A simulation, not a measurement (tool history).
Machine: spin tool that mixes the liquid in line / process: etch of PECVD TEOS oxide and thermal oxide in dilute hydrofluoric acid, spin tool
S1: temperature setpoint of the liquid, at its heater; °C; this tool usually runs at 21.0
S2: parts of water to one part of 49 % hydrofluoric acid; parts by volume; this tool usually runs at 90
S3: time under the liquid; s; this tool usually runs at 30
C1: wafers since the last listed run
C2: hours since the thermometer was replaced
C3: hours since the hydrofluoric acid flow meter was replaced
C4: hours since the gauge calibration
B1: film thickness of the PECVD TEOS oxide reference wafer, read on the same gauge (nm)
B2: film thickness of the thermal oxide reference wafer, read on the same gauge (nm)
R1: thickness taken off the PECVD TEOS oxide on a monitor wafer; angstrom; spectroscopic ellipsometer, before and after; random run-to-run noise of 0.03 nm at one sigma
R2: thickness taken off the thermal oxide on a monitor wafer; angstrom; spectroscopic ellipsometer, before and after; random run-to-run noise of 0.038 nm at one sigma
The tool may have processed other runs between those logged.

| run | hour | S1 | S2 | S3 | C1 | C2 | C3 | C4 | B1 | B2 | R1 | R2 |
|---|---|---|---|---|---|---|---|---|---|---|---|---|
| 1 | 0.0 | 21.0 | 90 | 40 | 0 | 680.4 | 1039.9 | 50.4 | 120.04 | 79.992 | 111.7 | 20.02 |
| 2 | 12.1 | 21.0 | 90 | 25 | 128 | 692.5 | 1052.0 | 62.5 | 120.00 | 80.008 | 70.1 | 12.44 |
| 3 | 27.2 | 21.0 | 90 | 25 | 160 | 707.6 | 1067.1 | 77.6 | 120.03 | 80.011 | 70.2 | 12.64 |
| 4 | 36.2 | 23.5 | 90 | 30 | 95 | 716.6 | 1076.1 | 86.6 | 119.99 | 79.976 | 93.0 | 15.93 |
| 5 | 48.5 | 17.0 | 130 | 30 | 130 | 728.9 | 1088.4 | 98.9 | 119.97 | 80.014 | 47.2 | 8.36 |
| 6 | 59.1 | 21.0 | 90 | 45 | 112 | 739.5 | 1099.0 | 109.5 | 120.00 | 79.993 | 126.6 | 21.33 |
| 7 | 65.2 | 21.0 | 60 | 35 | 64 | 745.6 | 1105.1 | 115.6 | 120.04 | 80.004 | 151.9 | 26.93 |
| 8 | 74.0 | 17.0 | 90 | 15 | 93 | 754.4 | 1113.9 | 124.4 | 120.02 | 79.990 | 35.7 | 6.59 |
| 9 | 87.3 | 21.0 | 90 | 30 | 140 | 767.7 | 1127.2 | 137.7 | 119.98 | 80.000 | 84.2 | 15.09 |
|  | 94.8 | hydrofluoric acid flow meter replaced |
| 10 | 133.4 | 21.0 | 115 | 30 | 477 | 813.8 | 38.6 | 183.8 | 119.98 | 80.009 | 64.1 | 11.09 |
| 11 | 145.8 | 17.0 | 105 | 15 | 131 | 826.2 | 51.0 | 196.2 | 120.03 | 79.972 | 30.0 | 5.00 |
|  | 147.5 | thermometer replaced |
| 12 | 161.4 | 19.0 | 120 | 15 | 154 | 13.9 | 66.6 | 211.8 | 119.99 | 79.978 | 28.1 | 4.90 |
| 13 | 178.1 | 21.0 | 115 | 20 | 176 | 30.6 | 83.3 | 228.5 | 119.94 | 80.010 | 42.7 | 7.56 |
| 14 | 186.6 | 21.0 | 120 | 30 | 90 | 39.1 | 91.8 | 237.0 | 120.00 | 79.994 | 60.5 | 10.88 |
| 15 | 194.9 | 17.0 | 90 | 45 | 87 | 47.4 | 100.1 | 245.3 | 120.02 | 79.970 | 105.7 | 18.57 |
| 16 | 201.1 | 21.0 | 90 | 30 | 65 | 53.6 | 106.3 | 251.5 | 120.00 | 80.019 | 83.8 | 14.77 |
| 17 | 212.1 | 18.5 | 90 | 30 | 116 | 64.6 | 117.3 | 262.5 | 120.02 | 79.993 | 76.2 | 13.23 |
| 18 | 220.8 | 21.0 | 130 | 20 | 92 | 73.3 | 126.0 | 271.2 | 120.05 | 79.985 | 37.2 | 6.20 |
| 19 | 234.7 | 21.0 | 90 | 30 | 147 | 87.2 | 139.9 | 285.1 | 119.99 | 80.032 | 84.2 | 14.24 |
| 20 | 243.3 | 19.5 | 100 | 45 | 91 | 95.8 | 148.5 | 293.7 | 120.03 | 80.000 | 105.0 | 18.68 |
| 21 | 251.7 | 18.0 | 90 | 30 | 89 | 104.2 | 156.9 | 302.1 | 119.99 | 79.999 | 73.9 | 13.49 |
| 22 | 258.3 | 24.5 | 105 | 30 | 69 | 110.8 | 163.5 | 308.7 | 120.06 | 79.991 | 81.4 | 13.86 |
| 23 | 271.3 | 18.5 | 75 | 15 | 137 | 123.8 | 176.5 | 321.7 | 120.04 | 79.984 | 45.8 | 8.19 |
| 24 | 278.7 | 21.0 | 130 | 30 | 78 | 131.2 | 183.9 | 329.1 | 119.98 | 79.996 | 55.7 | 9.38 |
| 25 | 289.8 | 21.0 | 90 | 30 | 117 | 142.3 | 195.0 | 340.2 | 119.98 | 79.998 | 84.0 | 14.74 |
| 26 | 300.5 | 21.0 | 50 | 30 | 113 | 153.0 | 205.7 | 350.9 | 120.02 | 79.999 | 157.9 | 27.49 |

Branching from run 26: 4 alternative next runs. What would each branch give?
| A | 300.9 | 21.0 | 90 | 30 | 4 | 153.4 | 206.1 | 351.3 | ? | ? | ? | ? |
| B | 300.9 | 23.5 | 125 | 25 | 4 | 153.4 | 206.1 | 351.3 | ? | ? | ? | ? |
| C | 300.9 | 21.0 | 60 | 30 | 4 | 153.4 | 206.1 | 351.3 | ? | ? | ? | ? |
| D | 300.9 | 24.0 | 90 | 30 | 4 | 153.4 | 206.1 | 351.3 | ? | ? | ? | ? |

| run | B1 | B2 | R1 | R2 |
|---|---|---|---|---|
| A | 120.01 | 80.002 | 83.5 | 15.14 |
| B | 120.01 | 80.002 | 53.2 | 9.64 |
| C | 120.01 | 80.002 | 129.8 | 23.53 |
| D | 120.01 | 80.002 | 94.3 | 17.09 |
The same runs, with their run-to-run variation unchanged, on a tool lacking any hidden condition would have given:
| run | R1 | R2 |
|---|---|---|
| A | 83.5 | 15.14 |
| B | 53.2 | 9.64 |
| C | 129.8 | 23.53 |
| D | 94.3 | 17.09 |
